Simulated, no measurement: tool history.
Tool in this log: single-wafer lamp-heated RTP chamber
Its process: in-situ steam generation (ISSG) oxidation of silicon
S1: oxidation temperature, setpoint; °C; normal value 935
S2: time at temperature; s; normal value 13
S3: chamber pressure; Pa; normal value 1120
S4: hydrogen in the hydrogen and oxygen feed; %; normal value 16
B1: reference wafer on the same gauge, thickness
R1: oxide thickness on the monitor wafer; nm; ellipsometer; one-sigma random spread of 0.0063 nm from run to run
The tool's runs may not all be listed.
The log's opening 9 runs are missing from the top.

run     day   S1  S2    S3  S4     B1     R1
      5.429  -- pressure gauge zeroed
 10   5.517  935  13  1120  11  3.842   3.66
 11   5.904  942  13  1120  16   3.84  4.059
 12   6.242  949  13  1120  16  3.842   4.14
 13   6.867  949  13  1120  16  3.837  4.141
 14   7.562  947  13  1120  16   3.84  4.114
 15   8.454  947  13  1120  16  3.843  4.124
 16   8.996  944  13  1120  25  3.837  4.562
      9.604  -- hydrogen flow controller replaced
 17   9.625  935  13  1120  16   3.84  4.008
 18  10.154  944  13  1027  11   3.84  3.764
 19  10.567  935  13  1120  23  3.837  4.368
 20  10.929  924   8   987  16  3.838  3.274
     11.125  -- gauge calibrated
 21  11.179  927   9  1120  16  3.839  3.453
       12.2  -- pyrometer window cleaned and pyrometer calibrated
 22  12.221  935  17  1120  16  3.843  4.321
 23  12.858  935  13  1120  11  3.838  3.604
 24  13.442  917  13  1120  23  3.838  4.103

What will run 25 give?
 25  14.367  920  13  1187  16   ?   ?

B1: 3.838
R1: 3.759 nm
Were there no unlogged condition in the tool, this run, its random variation unchanged, would have produced R1 3.752 nm.

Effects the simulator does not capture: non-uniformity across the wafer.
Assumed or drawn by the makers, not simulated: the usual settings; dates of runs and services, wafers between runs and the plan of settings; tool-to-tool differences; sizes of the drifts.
